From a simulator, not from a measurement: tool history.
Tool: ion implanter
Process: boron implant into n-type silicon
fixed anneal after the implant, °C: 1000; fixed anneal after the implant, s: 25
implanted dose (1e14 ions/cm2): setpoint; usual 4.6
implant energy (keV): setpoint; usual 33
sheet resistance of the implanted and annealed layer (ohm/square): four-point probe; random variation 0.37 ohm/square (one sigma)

run	day	implanted dose (1e14 ions/cm2)	implant energy (keV)	read-back reference wafer on the same gauge, sheet resistance	sheet resistance of the implanted and annealed layer (ohm/square)
1	0	4.6	33	281.88	255.46
2	0.575	4.6	33	282.05	255.48
3	0.917	4.6	33	282.14	254.7
4	1.638	4.6	33	282.12	255.85
5	2.338	4.6	33	281.86	255.59
6	2.846	4.6	33	282.07	256.07
7	3.375	4.6	33	281.99	255.3
# day 3.883: extraction supply calibrated
# day 4.083: Faraday cup replaced and dose calibrated
8	4.104	4.6	33	281.97	246.87
9	4.279	4.6	42	282	240.75
10	4.858	4.6	33	281.94	247.11
# day 5.296: gauge calibrated
11	5.408	4.6	42	281.92	240.92
12	6.071	4.6	33	281.91	246.28
13	7.325	3.92	36.5	281.97	278.01
14	7.829	3.65	33	282.17	297.26
15	8.138	5.86	38.5	281.95	200.48
16	8.554	5.33	27	282	223.96
17	9.262	5.31	23	281.99	228.03
18	9.867	3.48	43	281.94	300.87
19	10.583	3.89	36.5	282.14	281.18
20	10.904	4.6	33	281.9	247.83

3 ways to go on from here, each from the tool as it stands after run 20. What would each give?
A	10.921	5.94	33	?	?
B	10.921	4.6	40	?	?
C	10.921	4.6	37.5	?	?

run	read-back reference wafer on the same gauge, sheet resistance	sheet resistance of the implanted and annealed layer (ohm/square)
A	282.1	200.85
B	282.1	242.67
C	282.1	244.2
Without the tool's hidden state the same runs would have given:
run	sheet resistance of the implanted and annealed layer (ohm/square)
A	199.39
B	240.95
C	242.47
